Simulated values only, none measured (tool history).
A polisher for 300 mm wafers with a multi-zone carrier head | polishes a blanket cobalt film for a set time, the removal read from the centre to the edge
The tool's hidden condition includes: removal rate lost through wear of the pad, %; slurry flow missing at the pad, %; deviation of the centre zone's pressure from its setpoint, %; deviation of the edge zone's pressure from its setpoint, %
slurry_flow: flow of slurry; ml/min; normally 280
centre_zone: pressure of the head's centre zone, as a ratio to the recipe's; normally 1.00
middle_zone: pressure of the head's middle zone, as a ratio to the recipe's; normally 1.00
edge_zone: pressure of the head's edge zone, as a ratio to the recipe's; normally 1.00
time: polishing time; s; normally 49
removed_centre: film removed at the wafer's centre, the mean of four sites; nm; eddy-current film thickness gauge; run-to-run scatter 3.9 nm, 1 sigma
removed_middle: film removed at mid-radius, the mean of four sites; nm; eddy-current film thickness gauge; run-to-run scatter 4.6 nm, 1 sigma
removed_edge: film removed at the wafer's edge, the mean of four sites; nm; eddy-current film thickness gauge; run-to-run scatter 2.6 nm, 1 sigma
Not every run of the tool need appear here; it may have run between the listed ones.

| run | hour | slurry_flow | centre_zone | middle_zone | edge_zone | time | wafers since the last listed run | wafers polished on this pad | hours since the slurry nozzle was cleaned | hours since the centre zone pressure was calibrated | hours since the edge zone pressure was calibrated | hours since the carrier head's membrane was replaced | incoming thickness of the incoming film, nm | removed_centre | removed_middle | removed_edge |
|---|---|---|---|---|---|---|---|---|---|---|---|---|---|---|---|---|
| 1 | 0.0 | 250 | 1.00 | 1.00 | 1.08 | 49 | 0 | 336 | 176.1 | 1221.3 | 563.0 | 1139.0 | 1258.1 | 312.8 | 309.8 | 319.0 |
| 2 | 15.8 | 280 | 0.98 | 1.00 | 1.00 | 49 | 105 | 441 | 191.9 | 1237.1 | 578.8 | 1154.8 | 1282.3 | 312.9 | 300.7 | 310.7 |
| 3 | 25.0 | 280 | 0.98 | 1.00 | 1.00 | 49 | 61 | 502 | 201.1 | 1246.3 | 588.0 | 1164.0 | 1268.9 | 312.0 | 302.2 | 306.3 |
| 4 | 47.2 | 280 | 1.00 | 1.00 | 1.00 | 41 | 147 | 649 | 223.3 | 1268.5 | 610.2 | 1186.2 | 1274.0 | 256.5 | 253.9 | 254.4 |
| 5 | 64.1 | 280 | 1.00 | 1.00 | 1.00 | 41 | 112 | 762 | 240.2 | 1285.4 | 627.1 | 1203.1 | 1286.1 | 254.0 | 249.1 | 253.0 |
|  | 71.8 | worn pad replaced by a new one, of another model than before |
| 6 | 81.7 | 280 | 1.00 | 1.00 | 1.00 | 41 | 90 | 65 | 257.8 | 1303.0 | 644.7 | 1220.7 | 1271.1 | 281.5 | 272.7 | 279.7 |
| 7 | 107.7 | 280 | 0.96 | 1.00 | 1.00 | 49 | 172 | 238 | 283.8 | 1329.0 | 670.7 | 1246.7 | 1293.5 | 309.5 | 318.6 | 312.5 |
| 8 | 116.9 | 280 | 0.96 | 1.00 | 1.00 | 49 | 61 | 299 | 293.0 | 1338.2 | 679.9 | 1255.9 | 1274.4 | 308.7 | 310.7 | 313.7 |
| 9 | 133.3 | 370 | 1.00 | 1.00 | 0.92 | 49 | 109 | 408 | 309.4 | 1354.6 | 696.3 | 1272.3 | 1265.9 | 325.2 | 313.4 | 309.2 |
|  | 136.1 | edge zone pressure recalibrated |
| 10 | 139.5 | 330 | 1.11 | 1.04 | 1.00 | 60 | 27 | 436 | 315.6 | 1360.8 | 3.4 | 1278.5 | 1293.5 | 418.8 | 397.3 | 387.7 |
| 11 | 145.9 | 235 | 0.96 | 1.00 | 1.00 | 49 | 42 | 479 | 322.0 | 1367.2 | 9.8 | 1284.9 | 1283.8 | 293.8 | 292.0 | 302.5 |
| 12 | 155.1 | 280 | 1.00 | 1.00 | 1.00 | 65 | 61 | 540 | 331.2 | 1376.4 | 19.0 | 1294.1 | 1276.1 | 415.5 | 402.7 | 403.6 |
|  | 160.5 | carrier head's membrane replaced by a new one |
|  | 169.9 | slurry nozzle cleaned |
|  | 173.3 | centre zone pressure recalibrated |
| 13 | 178.2 | 235 | 1.07 | 1.00 | 1.00 | 56 | 100 | 640 | 8.3 | 4.9 | 42.1 | 17.7 | 1298.6 | 355.3 | 325.0 | 337.8 |
| 14 | 186.2 | 280 | 1.00 | 1.00 | 1.00 | 49 | 53 | 693 | 16.3 | 12.9 | 50.1 | 25.7 | 1287.1 | 302.3 | 301.7 | 300.8 |
| 15 | 192.2 | 280 | 1.00 | 1.04 | 1.00 | 56 | 39 | 733 | 22.3 | 18.9 | 56.1 | 31.7 | 1296.8 | 350.9 | 351.8 | 347.0 |
|  | 198.5 | worn pad replaced by a new one |
| 16 | 209.5 | 280 | 0.96 | 1.00 | 1.00 | 49 | 88 | 73 | 39.6 | 36.2 | 73.4 | 49.0 | 1288.1 | 323.2 | 330.4 | 330.9 |
| 17 | 220.6 | 280 | 1.00 | 1.00 | 1.00 | 49 | 73 | 147 | 50.7 | 47.3 | 84.5 | 60.1 | 1272.6 | 326.0 | 322.5 | 323.1 |

Hidden state at the last listed run before each entry between runs and at the first one after, where it differs:
Run 5 -> run 6: worn pad replaced by a new one, of another model than before (hour 71.8)
  removal rate lost through wear of the pad, %: 12.2 -> 2.99
  the result without the hidden state subtracted from the measured one, removed_centre: -35.4 -> -8.6 nm; removed_middle: -34.7 -> -8.4 nm; removed_edge: -35.2 -> -8.6 nm
Run 9 -> run 10: edge zone pressure recalibrated (hour 136.1)
  removal rate lost through wear of the pad, %: 10.1 -> 10.5
  the result without the hidden state subtracted from the measured one, removed_centre: -36.5 -> -49.0 nm; removed_middle: -35.2 -> -46.6 nm; removed_edge: -34.7 -> -45.5 nm
Run 12 -> run 13: carrier head's membrane replaced by a new one (hour 160.5); slurry nozzle cleaned (hour 169.9); centre zone pressure recalibrated (hour 173.3)
  removal rate lost through wear of the pad, %: 11.3 -> 12
  the result without the hidden state subtracted from the measured one, removed_centre: -52.7 -> -48.4 nm; removed_middle: -51.1 -> -44.2 nm; removed_edge: -51.2 -> -45.9 nm
Run 15 -> run 16: worn pad replaced by a new one (hour 198.5)
  removal rate lost through wear of the pad, %: 12.2 -> 3.51
  the result without the hidden state subtracted from the measured one, removed_centre: -49.0 -> -11.7 nm; removed_middle: -49.1 -> -12.0 nm; removed_edge: -48.4 -> -12.0 nm
